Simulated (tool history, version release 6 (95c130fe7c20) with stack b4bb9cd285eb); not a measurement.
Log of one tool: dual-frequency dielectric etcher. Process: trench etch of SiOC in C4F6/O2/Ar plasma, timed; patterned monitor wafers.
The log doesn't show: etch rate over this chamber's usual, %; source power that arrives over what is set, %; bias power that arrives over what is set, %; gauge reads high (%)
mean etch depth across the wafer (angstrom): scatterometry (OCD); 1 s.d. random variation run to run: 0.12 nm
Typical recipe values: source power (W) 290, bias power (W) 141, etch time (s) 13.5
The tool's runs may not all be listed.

run	hour	source power (W)	bias power (W)	etch time (s)	wafers since the last listed run	hours since the last wet clean	hours since the last source power generator calibration	hours since the last bias power generator calibration	hours since the last upper electrode change	hours since the gauge calibration	read-back reference wafer on the same gauge, depth_nm	mean etch depth across the wafer (angstrom)
1	0.0	290	150	13.5	0	217.3	1722.6	3168.4	3284.0	317.1	23.20	206.3
2	14.0	290	141	13.5	181	231.3	1736.6	3182.4	3298.0	331.1	23.26	199.5
3	96.7	270	129	13.5	1074	314.0	1819.3	3265.1	3380.7	413.8	23.19	190.1
4	132.1	290	141	12.0	459	349.4	1854.7	3300.5	3416.1	449.2	23.17	177.4
5	145.3	290	141	13.5	171	362.6	1867.9	3313.7	3429.3	462.4	23.26	197.4
# hour 176.6: wet clean of the chamber
6	177.0	290	141	13.5	100	0.4	1899.6	3345.4	3461.0	494.1	23.23	193.8
7	208.3	290	141	13.5	406	31.7	1930.9	3376.7	3492.3	525.4	23.22	190.6
# hour 226.9: gauge calibrated
# hour 242.3: upper electrode replaced
# hour 243.9: wet clean of the chamber, repeated, since the last time left the tool worse
8	244.4	290	141	13.5	136	0.5	1967.0	3412.8	2.1	17.5	23.17	205.1
9	251.5	290	141	13.5	92	7.6	1974.1	3419.9	9.2	24.6	23.18	202.5
# hour 266.4: source power generator calibrated
10	266.9	290	141	11.5	148	23.0	0.5	3435.3	24.6	40.0	23.20	172.6
11	287.4	290	175	11.5	266	43.5	21.0	3455.8	45.1	60.5	23.22	185.9
12	300.5	310	170	11.5	170	56.6	34.1	3468.9	58.2	73.6	23.21	187.5
# hour 309.2: bias power generator calibrated
13	321.8	290	141	13.5	224	77.9	55.4	12.6	79.5	94.9	23.23	202.2
14	347.0	290	113	13.5	327	103.1	80.6	37.8	104.7	120.1	23.24	188.8
15	381.8	320	114	9.5	452	137.9	115.4	72.6	139.5	154.9	23.22	135.8
16	403.4	290	141	13.5	280	159.5	137.0	94.2	161.1	176.5	23.19	202.7
17	479.7	270	128	13.5	991	235.8	213.3	170.5	237.4	252.8	23.18	190.9

Branching from run 17: 3 alternative next runs. What would each branch give?
A	480.1	230	141	13.5	5	236.2	213.7	170.9	237.8	253.2	?	?
B	480.1	270	141	13.5	5	236.2	213.7	170.9	237.8	253.2	?	?
C	480.1	290	162	13.5	5	236.2	213.7	170.9	237.8	253.2	?	?

run	read-back reference wafer on the same gauge, depth_nm	mean etch depth across the wafer (angstrom)
A	23.20	189.2
B	23.20	196.2
C	23.20	209.4
Without the tool's unlogged condition, the same runs would have read:
run	mean etch depth across the wafer (angstrom)
A	193.8
B	200.9
C	214.5
